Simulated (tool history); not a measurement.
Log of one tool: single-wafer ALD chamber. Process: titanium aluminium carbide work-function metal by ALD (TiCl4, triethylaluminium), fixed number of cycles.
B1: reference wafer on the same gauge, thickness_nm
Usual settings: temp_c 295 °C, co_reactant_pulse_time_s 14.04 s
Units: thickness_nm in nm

{"run": 1, "hour": 0.0, "temp_c": 295, "co_reactant_pulse_time_s": 14.04, "B1": 2.038, "thickness_nm": 1.894}
{"run": 2, "hour": 84.2, "temp_c": 295, "co_reactant_pulse_time_s": 14.04, "B1": 2.042, "thickness_nm": 1.898}
{"run": 3, "hour": 183.6, "temp_c": 295, "co_reactant_pulse_time_s": 14.04, "B1": 2.04, "thickness_nm": 1.909}
{"run": 4, "hour": 219.8, "temp_c": 295, "co_reactant_pulse_time_s": 12.64, "B1": 2.038, "thickness_nm": 1.883}
{"hour": 270.8, "done": "gauge calibrated"}
{"hour": 296.5, "done": "thermocouple changed; heater temperature recalibrated"}
{"run": 5, "hour": 305.8, "temp_c": 295, "co_reactant_pulse_time_s": 14.04, "B1": 2.04, "thickness_nm": 1.933}
{"hour": 346.4, "done": "showerhead replaced, of another model than before"}
{"run": 6, "hour": 346.9, "temp_c": 295, "co_reactant_pulse_time_s": 14.04, "B1": 2.037, "thickness_nm": 1.932}
{"run": 7, "hour": 416.2, "temp_c": 284, "co_reactant_pulse_time_s": 14.04, "B1": 2.041, "thickness_nm": 1.847}
{"run": 8, "hour": 452.2, "temp_c": 306, "co_reactant_pulse_time_s": 11.25, "B1": 2.04, "thickness_nm": 1.949}
{"run": 9, "hour": 534.5, "temp_c": 304, "co_reactant_pulse_time_s": 11.62, "B1": 2.041, "thickness_nm": 1.948}
{"run": 10, "hour": 571.0, "temp_c": 285, "co_reactant_pulse_time_s": 10.78, "B1": 2.036, "thickness_nm": 1.764}
{"run": 11, "hour": 656.6, "temp_c": 295, "co_reactant_pulse_time_s": 14.04, "B1": 2.04, "thickness_nm": 1.917}
{"run": 12, "hour": 720.3, "temp_c": 308, "co_reactant_pulse_time_s": 12.47, "B1": 2.037, "thickness_nm": 1.988}
{"run": 13, "hour": 768.0, "temp_c": 288, "co_reactant_pulse_time_s": 19.59, "B1": 2.036, "thickness_nm": 1.874}
{"run": 14, "hour": 875.0, "temp_c": 304, "co_reactant_pulse_time_s": 9.61, "B1": 2.036, "thickness_nm": 1.788}
{"run": 15, "hour": 944.7, "temp_c": 288, "co_reactant_pulse_time_s": 10.79, "B1": 2.038, "thickness_nm": 1.778}
{"run": 16, "hour": 1052.5, "temp_c": 282, "co_reactant_pulse_time_s": 17.18, "B1": 2.042, "thickness_nm": 1.817}
{"run": 17, "hour": 1120.5, "temp_c": 295, "co_reactant_pulse_time_s": 14.04, "B1": 2.04, "thickness_nm": 1.897}
{"hour": 1199.7, "done": "thermocouple changed; heater temperature recalibrated"}
{"run": 18, "hour": 1392.7, "temp_c": 303, "co_reactant_pulse_time_s": 9.75, "B1": 2.041, "thickness_nm": 1.802}
{"run": 19, "hour": 1498.1, "temp_c": 307, "co_reactant_pulse_time_s": 9.86, "B1": 2.04, "thickness_nm": 1.831}
{"run": 20, "hour": 1575.5, "temp_c": 308, "co_reactant_pulse_time_s": 9.57, "B1": 2.042, "thickness_nm": 1.805}
{"hour": 1624.9, "done": "triethylaluminium bottle replaced"}
{"run": 21, "hour": 1679.3, "temp_c": 301, "co_reactant_pulse_time_s": 10.65, "B1": 2.038, "thickness_nm": 1.855}
{"run": 22, "hour": 1752.7, "temp_c": 300, "co_reactant_pulse_time_s": 18.19, "B1": 2.041, "thickness_nm": 1.942}
{"run": 23, "hour": 1814.2, "temp_c": 295, "co_reactant_pulse_time_s": 18.89, "B1": 2.035, "thickness_nm": 1.913}
{"run": 24, "hour": 2065.3, "temp_c": 291, "co_reactant_pulse_time_s": 9.66, "B1": 2.041, "thickness_nm": 1.695}
{"run": 25, "hour": 2133.1, "temp_c": 295, "co_reactant_pulse_time_s": 16.12, "B1": 2.044, "thickness_nm": 1.91}
{"run": 26, "hour": 2191.0, "temp_c": 305, "co_reactant_pulse_time_s": 15.43, "B1": 2.04, "thickness_nm": 1.987}
{"run": 27, "hour": 2297.0, "temp_c": 295, "co_reactant_pulse_time_s": 14.04, "B1": 2.044, "thickness_nm": 1.892}
{"hour": 2313.2, "done": "thermocouple changed; heater temperature recalibrated"}
{"run": 28, "hour": 2409.5, "temp_c": 295, "co_reactant_pulse_time_s": 14.04, "B1": 2.042, "thickness_nm": 1.928}
{"run": 29, "hour": 2469.9, "temp_c": 295, "co_reactant_pulse_time_s": 14.04, "B1": 2.036, "thickness_nm": 1.924}
{"run": 30, "hour": 2524.6, "temp_c": 295, "co_reactant_pulse_time_s": 14.04, "B1": 2.042, "thickness_nm": 1.923}
{"run": 31, "hour": 2591.6, "temp_c": 289, "co_reactant_pulse_time_s": 16.98, "B1": 2.039, "thickness_nm": 1.898}
{"run": 32, "hour": 2649.3, "temp_c": 285, "co_reactant_pulse_time_s": 8.83, "B1": 2.041, "thickness_nm": 1.546}

Forecast each of these 5 alternatives for the next run:
{"run": "A", "hour": 2649.7, "temp_c": 295, "co_reactant_pulse_time_s": 14.04, "B1": "?", "thickness_nm": "?"}
{"run": "B", "hour": 2649.7, "temp_c": 288, "co_reactant_pulse_time_s": 14.04, "B1": "?", "thickness_nm": "?"}
{"run": "C", "hour": 2649.7, "temp_c": 306, "co_reactant_pulse_time_s": 8.8, "B1": "?", "thickness_nm": "?"}
{"run": "D", "hour": 2649.7, "temp_c": 295, "co_reactant_pulse_time_s": 10.19, "B1": "?", "thickness_nm": "?"}
{"run": "E", "hour": 2649.7, "temp_c": 280, "co_reactant_pulse_time_s": 17.84, "B1": "?", "thickness_nm": "?"}

run=A B1=2.042 thickness_nm=1.916
run=B B1=2.042 thickness_nm=1.864
run=C B1=2.042 thickness_nm=1.675
run=D B1=2.042 thickness_nm=1.787
run=E B1=2.042 thickness_nm=1.817
Without the tool's hidden state the same runs would have given:
run=A thickness_nm=1.917
run=B thickness_nm=1.865
run=C thickness_nm=1.677
run=D thickness_nm=1.788
run=E thickness_nm=1.819
